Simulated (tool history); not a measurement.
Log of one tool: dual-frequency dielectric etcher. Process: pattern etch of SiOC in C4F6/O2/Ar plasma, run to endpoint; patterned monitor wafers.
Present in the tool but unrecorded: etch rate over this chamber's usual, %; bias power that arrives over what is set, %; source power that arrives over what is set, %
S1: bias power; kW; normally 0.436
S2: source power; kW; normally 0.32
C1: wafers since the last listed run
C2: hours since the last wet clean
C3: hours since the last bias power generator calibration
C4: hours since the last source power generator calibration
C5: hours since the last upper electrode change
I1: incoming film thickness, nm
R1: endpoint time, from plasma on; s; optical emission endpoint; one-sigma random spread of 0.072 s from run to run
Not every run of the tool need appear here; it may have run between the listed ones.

run,day,S1,S2,C1,C2,C3,C4,C5,I1,R1
1,0,0.509,0.3,0,315.8,1050,1584,2300.5,36.5,15.3
2,2.775,0.509,0.3,1047,382.4,1116.6,1650.6,2367.1,36.06,15
3,3.808,0.509,0.3,389,407.2,1141.4,1675.4,2391.9,36.5,15.1
4,6.583,0.436,0.27,1047,473.8,1208,1742,2458.5,36.49,16.4
5,9.204,0.436,0.27,989,536.7,1270.9,1804.9,2521.4,35.95,16
6,10.971,0.357,0.32,666,579.1,1313.3,1847.3,2563.8,36.15,16.3
7,12.025,0.357,0.32,397,604.4,1338.6,1872.6,2589.1,36.01,16.1
# day 14.638: wet clean of the chamber
8,14.904,0.357,0.32,709,6.4,1407.7,1941.7,2658.2,35.98,17
9,20.754,0.436,0.34,2207,146.8,1548.1,2082.1,2798.6,36.26,15.5
10,21.958,0.436,0.34,454,175.7,1577,2111,2827.5,36.37,15.6
11,24.662,0.436,0.34,1020,240.6,1641.9,2175.9,2892.4,36.79,15.7
12,26.15,0.436,0.32,561,276.3,1677.6,2211.6,2928.1,36.37,15.8
13,28.125,0.436,0.32,745,323.7,1725,2259,2975.5,36.39,15.9
14,29.804,0.436,0.32,633,364,1765.3,2299.3,3015.8,36.49,15.9
15,31.292,0.472,0.32,561,399.7,1801,2335,3051.5,36.17,15.2
16,34.117,0.531,0.38,1066,467.5,1868.8,2402.8,3119.3,36.38,13.9
# day 37.571: source power generator calibrated
17,40.371,0.493,0.3,2297,617.6,2018.9,67.2,3269.4,36.32,15

Run 18 has not been measured yet. What should we expect?
# day 41.429: wet clean of the chamber
18,42.221,0.513,0.27,320,19,2063.3,111.6,3313.8,36.3,?

Logged for run 18: R1 16 s.
With no hidden state in the tool, this same run would have given R1 16.1 s.
